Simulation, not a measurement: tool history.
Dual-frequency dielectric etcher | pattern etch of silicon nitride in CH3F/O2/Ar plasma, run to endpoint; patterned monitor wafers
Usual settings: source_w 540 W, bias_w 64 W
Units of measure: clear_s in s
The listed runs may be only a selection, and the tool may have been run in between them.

run,hour,source_w,bias_w,"incoming incoming film thickness, nm",clear_s
1,0.0,540,76,56.1,72.2
2,11.3,540,64,55.7,74.8
3,28.3,540,64,56.5,76.4
4,44.7,540,64,56.8,77.0
5,61.0,540,72,56.6,73.6
6,75.2,540,64,55.8,74.8
7,87.0,540,64,56.3,75.5
8,101.7,540,64,56.2,75.7
# hour 108.3: bias power generator calibrated
9,117.3,540,64,56.8,76.3
10,134.5,540,64,56.0,76.0
11,149.0,540,64,56.8,76.7
12,169.5,540,57,56.6,79.1
13,181.9,540,57,55.8,78.0
14,199.7,540,64,56.6,76.0
15,213.5,460,64,56.8,81.1
16,230.8,540,49,56.3,82.1
17,238.5,640,64,56.5,70.7
18,250.6,540,64,56.7,76.2
19,260.8,660,49,56.4,75.6
20,278.1,540,64,55.9,75.1

Predict the results of run 21:
# hour 306.6: wet clean of the chamber
21,307.1,490,64,56.6,?

clear_s: 78.9 s
On a tool with no hidden condition, and with the same random variation, this run would have come out at clear_s 78.9 s.

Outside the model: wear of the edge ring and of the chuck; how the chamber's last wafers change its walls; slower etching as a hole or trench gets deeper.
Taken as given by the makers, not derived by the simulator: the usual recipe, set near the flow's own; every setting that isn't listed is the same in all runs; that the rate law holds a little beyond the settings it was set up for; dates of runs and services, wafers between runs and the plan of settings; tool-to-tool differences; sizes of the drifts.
